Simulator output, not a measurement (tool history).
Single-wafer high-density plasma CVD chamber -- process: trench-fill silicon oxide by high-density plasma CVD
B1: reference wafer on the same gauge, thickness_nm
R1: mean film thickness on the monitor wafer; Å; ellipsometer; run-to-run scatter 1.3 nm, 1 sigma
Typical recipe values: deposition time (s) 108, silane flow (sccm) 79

Run 1, day 0.000: usual settings but deposition time (s) 115; B1 925.437. Result: R1 9354.37 Å.
Run 2, day 0.600: usual settings but deposition time (s) 96, silane flow (sccm) 86; B1 925.058. Result: R1 8473.08 Å.
Run 3, day 1.242: usual settings but deposition time (s) 116, silane flow (sccm) 85; B1 924.833. Result: R1 10128.60 Å.
Run 4, day 1.692: usual settings but deposition time (s) 116, silane flow (sccm) 85; B1 924.691. Result: R1 10132.08 Å.
Run 5, day 2.133: usual settings but deposition time (s) 94, silane flow (sccm) 83; B1 929.626. Result: R1 8059.66 Å.
Run 6, day 2.846: usual settings but deposition time (s) 94, silane flow (sccm) 83; B1 928.160. Result: R1 8042.70 Å.
Run 7, day 3.308: usual settings but deposition time (s) 91, silane flow (sccm) 67; B1 927.793. Result: R1 6314.26 Å.
Run 8, day 3.996: usual settings; B1 927.030. Result: R1 8800.15 Å.
Run 9, day 4.604: usual settings; B1 926.385. Result: R1 8794.27 Å.
Run 10, day 5.350: usual settings; B1 925.576. Result: R1 8794.78 Å.
Run 11, day 5.967: usual settings but silane flow (sccm) 69; B1 926.048. Result: R1 7691.31 Å.
Run 12, day 6.254: usual settings but deposition time (s) 130, silane flow (sccm) 63; B1 925.316. Result: R1 8480.14 Å.
Run 13, day 6.900: usual settings but silane flow (sccm) 75; B1 924.986. Result: R1 8336.65 Å.
Run 14, day 7.642: usual settings but deposition time (s) 101; B1 925.386. Result: R1 8203.38 Å.
Run 15, day 8.283: usual settings but deposition time (s) 118, silane flow (sccm) 68; B1 924.911. Result: R1 8287.27 Å.
Run 16, day 8.900: usual settings but deposition time (s) 117, silane flow (sccm) 71; B1 930.684. Result: R1 8603.49 Å.
Run 17, day 9.283: usual settings; B1 929.761. Result: R1 8813.29 Å.
Run 18, day 9.975: usual settings but deposition time (s) 90, silane flow (sccm) 65; B1 928.317. Result: R1 6072.83 Å.
Run 19, day 10.633: usual settings but deposition time (s) 128, silane flow (sccm) 90; B1 928.050. Result: R1 11869.83 Å.
Run 20, day 10.933: usual settings; B1 927.294. Result: R1 8789.79 Å.

Missing from the log above: 3 entries noted between runs. For each, name the pair of listed runs it sits between and say how the tool's hidden condition differs from the listed run just before to the listed run just after:
From run 4 to run 5: gauge calibrated (day 1.700)
  gauge reads high (%): -0.657 -> -0.146
  the result without the hidden state subtracted from the measured one, R1: -67.00 -> -11.75 Å
From run 14 to run 15: silane flow controller replaced (day 8.092)
  gauge reads high (%): -0.63 -> -0.64
  the result without the hidden state subtracted from the measured one, R1: -52.03 -> -53.41 Å
From run 15 to run 16: gauge calibrated (day 8.462)
  gauge reads high (%): -0.64 -> -0.0516
  the result without the hidden state subtracted from the measured one, R1: -53.41 -> -4.44 Å
